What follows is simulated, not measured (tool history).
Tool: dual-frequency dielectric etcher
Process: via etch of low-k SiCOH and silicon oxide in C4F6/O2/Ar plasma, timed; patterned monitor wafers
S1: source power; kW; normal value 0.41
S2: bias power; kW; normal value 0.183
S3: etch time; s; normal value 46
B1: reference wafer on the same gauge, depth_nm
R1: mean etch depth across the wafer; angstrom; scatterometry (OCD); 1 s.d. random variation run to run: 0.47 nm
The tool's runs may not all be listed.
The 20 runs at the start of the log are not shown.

run	hour	S1	S2	S3	B1	R1
21	1210.9	0.41	0.198	34	144.3	927
# hour 1237.6: wet clean of the chamber
22	1267.5	0.33	0.199	55	144.6	1370
23	1331.5	0.36	0.219	32.5	144.7	849
24	1381.5	0.41	0.143	58.5	144.8	1510
25	1418.8	0.41	0.183	46	144.9	1236
26	1453.9	0.45	0.15	59	145.1	1594
27	1537.6	0.41	0.183	46	145.1	1240
28	1599.9	0.49	0.183	46	145.3	1339
29	1633.2	0.5	0.212	53.5	145.4	1610
30	1688.3	0.41	0.183	56.5	145.5	1523

Alternative continuations, all from the tool just after run 30; predict every row:
A	1688.7	0.32	0.183	46	?	?
B	1688.7	0.38	0.138	56.5	?	?
C	1688.7	0.31	0.224	46	?	?

run	B1	R1
A	145.6	1116
B	145.6	1410
C	145.6	1144
Stripped of hidden state, with their random variation kept, the same runs would have yielded:
run	R1
A	1089
B	1376
C	1116
